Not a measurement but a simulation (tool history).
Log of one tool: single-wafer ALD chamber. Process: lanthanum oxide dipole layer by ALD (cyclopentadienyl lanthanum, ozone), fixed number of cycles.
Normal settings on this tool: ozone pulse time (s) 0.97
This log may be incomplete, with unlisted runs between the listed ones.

run   hour  ozone pulse time (s)  wafers since the last listed run  hours since the last thermocouple change  hours since the last ozone generator service  hours since the showerhead was replaced  hours since the gauge calibration  read-back reference wafer on the same gauge, thickness_nm  mean film thickness on the monitor wafer (nm)
  1      0                  0.97                                 0                                    1762.6                                        1343.7                                   3282.2                               50.4                                                      0.431                                           0.48
  2    7.7                  0.97                                99                                    1770.3                                        1351.4                                   3289.9                               58.1                                                      0.431                                           0.48
  3   33.1                  0.97                               327                                    1795.7                                        1376.8                                   3315.3                               83.5                                                      0.431                                          0.479
  4   49.2                  0.97                               207                                    1811.8                                        1392.9                                   3331.4                               99.6                                                      0.431                                          0.481
  5   67.1                  0.97                               230                                    1829.7                                        1410.8                                   3349.3                              117.5                                                      0.431                                          0.479
  6   75.4                  0.97                               106                                      1838                                        1419.1                                   3357.6                              125.8                                                      0.431                                          0.478
  7     86                  0.97                               136                                    1848.6                                        1429.7                                   3368.2                              136.4                                                      0.431                                          0.477
  8   93.4                  1.15                                95                                      1856                                        1437.1                                   3375.6                              143.8                                                      0.431                                          0.495
     102.2  -- showerhead replaced
  9  104.7                  0.58                                42                                    1867.3                                        1448.4                                      2.5                              155.1                                                      0.431                                          0.418
     113.5  -- ozone generator serviced
 10    114                  0.97                                16                                    1876.6                                           0.5                                     11.8                              164.4                                                      0.431                                          0.449
 11  137.9                   1.2                               307                                    1900.5                                          24.4                                     35.7                              188.3                                                      0.431                                          0.474
     145.7  -- gauge calibrated
     149.2  -- ozone generator serviced, repeated, since the last time left the tool worse
     153.6  -- thermocouple changed; heater temperature recalibrated
 12  154.1                  0.97                                48                                       0.5                                           4.9                                     51.9                                8.4                                                      0.431                                          0.506
 13  162.1                  0.73                               103                                       8.5                                          12.9                                     59.9                               16.4                                                      0.431                                          0.476
 14    173                  0.69                               140                                      19.4                                          23.8                                     70.8                               27.3                                                      0.431                                          0.469
 15  190.2                  0.79                               221                                      36.6                                            41                                       88                               44.5                                                      0.431                                          0.484
 16  200.2                  0.62                               128                                      46.6                                            51                                       98                               54.5                                                      0.431                                          0.459

Branching from run 16: 3 alternative next runs. What would each branch give?
  A  200.6                  0.97                                 5                                        47                                          51.4                                     98.4                               54.9                                                          ?                                              ?
  B  200.6                  0.67                                 5                                        47                                          51.4                                     98.4                               54.9                                                          ?                                              ?
  C  200.6                  1.08                                 5                                        47                                          51.4                                     98.4                               54.9                                                          ?                                              ?

run  read-back reference wafer on the same gauge, thickness_nm  mean film thickness on the monitor wafer (nm)
  A                                                      0.431                                          0.506
  B                                                      0.431                                          0.467
  C                                                      0.431                                          0.517
Without the tool's hidden state the same runs would have given:
run  mean film thickness on the monitor wafer (nm)
  A                                          0.509
  B                                           0.47
  C                                           0.52

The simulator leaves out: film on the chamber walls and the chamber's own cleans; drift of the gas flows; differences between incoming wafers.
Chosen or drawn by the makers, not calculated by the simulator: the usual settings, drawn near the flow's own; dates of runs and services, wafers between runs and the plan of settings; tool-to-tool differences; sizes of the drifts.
